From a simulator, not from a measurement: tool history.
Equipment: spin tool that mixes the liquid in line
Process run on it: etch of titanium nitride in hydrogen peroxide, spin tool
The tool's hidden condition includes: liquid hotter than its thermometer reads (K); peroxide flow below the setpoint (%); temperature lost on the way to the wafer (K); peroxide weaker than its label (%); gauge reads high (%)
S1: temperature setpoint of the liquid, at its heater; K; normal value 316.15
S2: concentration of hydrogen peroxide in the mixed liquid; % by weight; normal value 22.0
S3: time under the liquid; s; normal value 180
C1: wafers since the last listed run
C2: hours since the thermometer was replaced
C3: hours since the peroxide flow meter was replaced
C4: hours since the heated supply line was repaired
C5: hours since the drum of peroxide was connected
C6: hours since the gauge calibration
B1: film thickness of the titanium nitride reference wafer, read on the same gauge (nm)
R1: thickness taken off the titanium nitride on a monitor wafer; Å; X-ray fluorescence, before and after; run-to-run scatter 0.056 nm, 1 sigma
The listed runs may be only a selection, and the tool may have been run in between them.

run,hour,S1,S2,S3,C1,C2,C3,C4,C5,C6,B1,R1
1,0.0,316.15,22.0,180,0,1456.3,1141.1,3103.8,939.4,608.5,89.99,64.8
2,16.7,316.15,22.0,180,115,1473.0,1157.8,3120.5,956.1,625.2,90.02,62.6
# hour 20.1: gauge calibrated
# hour 29.5: heated supply line repaired
3,31.2,316.15,22.0,180,93,1487.5,1172.3,1.7,970.6,11.1,90.01,63.1
4,40.4,310.15,18.0,180,63,1496.7,1181.5,10.9,979.8,20.3,89.99,39.0
5,46.8,310.15,18.0,180,44,1503.1,1187.9,17.3,986.2,26.7,90.00,37.8
6,64.7,318.65,25.0,265,123,1521.0,1205.8,35.2,1004.1,44.6,90.00,116.4
7,75.7,316.15,22.0,150,76,1532.0,1216.8,46.2,1015.1,55.6,90.00,53.0
8,85.1,316.15,26.5,105,65,1541.4,1226.2,55.6,1024.5,65.0,90.02,38.5
9,102.9,316.15,22.0,180,123,1559.2,1244.0,73.4,1042.3,82.8,90.03,63.2
10,110.8,316.15,24.0,180,54,1567.1,1251.9,81.3,1050.2,90.7,90.03,65.0
11,123.9,316.15,22.0,180,90,1580.2,1265.0,94.4,1063.3,103.8,89.98,63.8
12,134.9,316.15,22.0,180,76,1591.2,1276.0,105.4,1074.3,114.8,90.00,63.6
13,150.4,316.15,26.5,105,107,1606.7,1291.5,120.9,1089.8,130.3,90.01,38.5
# hour 157.3: thermometer replaced
14,167.8,316.15,22.0,180,113,10.5,1308.9,138.3,1107.2,147.7,90.01,63.9
15,175.6,316.15,22.0,180,54,18.3,1316.7,146.1,1115.0,155.5,90.01,63.6
16,191.2,310.15,25.0,75,108,33.9,1332.3,161.7,1130.6,171.1,90.00,17.4
# hour 194.8: peroxide flow meter replaced
17,203.4,323.65,22.0,180,77,46.1,8.6,173.9,1142.8,183.3,90.00,111.4
# hour 213.6: new drum of peroxide connected
18,217.1,312.65,23.5,280,87,59.8,22.3,187.6,3.5,197.0,90.01,75.4
19,250.7,316.15,22.0,180,232,93.4,55.9,221.2,37.1,230.6,90.00,63.8
20,257.1,322.15,19.0,270,44,99.8,62.3,227.6,43.5,237.0,90.01,145.3
21,264.9,323.15,22.0,265,54,107.6,70.1,235.4,51.3,244.8,90.02,158.5
22,273.6,310.15,16.0,75,60,116.3,78.8,244.1,60.0,253.5,90.04,15.7
23,283.4,325.15,22.0,180,67,126.1,88.6,253.9,69.8,263.3,89.98,122.8
24,290.7,316.15,22.0,180,50,133.4,95.9,261.2,77.1,270.6,90.03,64.5
25,299.2,324.65,22.0,230,58,141.9,104.4,269.7,85.6,279.1,90.04,150.9
26,324.5,319.15,18.0,95,175,167.2,129.7,295.0,110.9,304.4,90.00,39.7

Give the tool's hidden conditions for every run:
liquid hotter than its thermometer reads (K): 0, the same for each run
peroxide flow below the setpoint (%): 0, the same for each run
temperature lost on the way to the wafer (K): 0, the same for each run
peroxide weaker than its label (%): 0, the same for each run
gauge reads high (%): 0, the same for each run
